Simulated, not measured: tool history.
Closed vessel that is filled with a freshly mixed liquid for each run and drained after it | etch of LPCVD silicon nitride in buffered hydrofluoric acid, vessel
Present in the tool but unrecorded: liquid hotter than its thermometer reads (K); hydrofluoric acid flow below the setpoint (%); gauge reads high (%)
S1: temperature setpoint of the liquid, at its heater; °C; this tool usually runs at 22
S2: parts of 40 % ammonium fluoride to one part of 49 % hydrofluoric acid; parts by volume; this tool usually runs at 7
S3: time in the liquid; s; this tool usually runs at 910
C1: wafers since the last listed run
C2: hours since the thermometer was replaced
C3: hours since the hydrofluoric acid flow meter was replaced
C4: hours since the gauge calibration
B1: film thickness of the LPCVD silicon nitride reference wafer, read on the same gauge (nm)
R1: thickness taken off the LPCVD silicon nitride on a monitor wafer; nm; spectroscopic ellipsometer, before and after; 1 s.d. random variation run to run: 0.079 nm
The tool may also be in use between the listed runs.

Run 1, day 0: usual settings; C1 0; C2 567; C3 1714; C4 51; B1 70.01. Result: R1 13.94 nm.
Run 2, day 9.229: usual settings; C1 13133; C2 788.5; C3 1935.5; C4 272.5; B1 70.01. Result: R1 14.07 nm.
Run 3, day 11.062: usual settings but S3 565 s; C1 2608; C2 832.5; C3 1979.5; C4 316.5; B1 70.01. Result: R1 8.71 nm.
Run 4, day 12.812: usual settings; C1 2490; C2 874.5; C3 2021.5; C4 358.5; B1 69.97. Result: R1 14.11 nm.
Run 5, day 16.788: usual settings; C1 5656; C2 969.9; C3 2116.9; C4 453.9; B1 70. Result: R1 14.07 nm.
Run 6, day 19.2: usual settings; C1 3433; C2 1027.8; C3 2174.8; C4 511.8; B1 70.04. Result: R1 14.06 nm.
Run 7, day 21.938: usual settings but S1 23 °C; C1 3895; C2 1093.5; C3 2240.5; C4 577.5; B1 69.99. Result: R1 14.79 nm.
Run 8, day 25.446: usual settings but S1 23 °C; C1 4992; C2 1177.7; C3 2324.7; C4 661.7; B1 69.99. Result: R1 14.89 nm.
At day 25.971: hydrofluoric acid flow meter replaced.
Run 9, day 35.054: usual settings but S1 24.5 °C; C1 13614; C2 1408.3; C3 218; C4 892.3; B1 69.99. Result: R1 17.33 nm.
Run 10, day 38.738: usual settings but S1 24 °C, S2 5.5 parts by volume, S3 1185 s; C1 5241; C2 1496.7; C3 306.4; C4 980.7; B1 70.02. Result: R1 27 nm.
Run 11, day 41.788: usual settings but S1 25.5 °C, S2 8 parts by volume, S3 545 s; C1 4340; C2 1569.9; C3 379.6; C4 1053.9; B1 70.01. Result: R1 9.5 nm.
Run 12, day 46.212: usual settings but S2 8.5 parts by volume, S3 1325 s; C1 6297; C2 1676.1; C3 485.8; C4 1160.1; B1 70.04. Result: R1 17.69 nm.
Run 13, day 48.975: usual settings but S1 24.5 °C, S2 5 parts by volume, S3 460 s; C1 3931; C2 1742.4; C3 552.1; C4 1226.4; B1 70.01. Result: R1 11.68 nm.
At day 49.842: thermometer replaced.
At day 54.221: gauge calibrated.
Run 14, day 62.358: usual settings; C1 18986; C2 300.4; C3 873.3; C4 195.3; B1 70.01. Result: R1 14.38 nm.
Run 15, day 65.492: usual settings but S1 23 °C; C1 4458; C2 375.6; C3 948.5; C4 270.5; B1 70. Result: R1 15.13 nm.
Run 16, day 67.208: usual settings; C1 2442; C2 416.8; C3 989.7; C4 311.7; B1 69.99. Result: R1 14.31 nm.
Run 17, day 71.442: usual settings but S1 20 °C, S2 8 parts by volume, S3 450 s; C1 6024; C2 518.4; C3 1091.3; C4 413.3; B1 69.98. Result: R1 5.44 nm.

Same runs, no hidden state in the tool, same run-to-run variation:
run     R1
  1  14.77
  2  14.97
  3   9.27
  4  15.03
  5  15.03
  6  15.02
  7  15.83
  8  15.97
  9  17.11
 10  26.55
 11   9.41
 12  17.54
 13  11.51
 14  14.96
 15  15.78
 16  14.93
 17   5.68
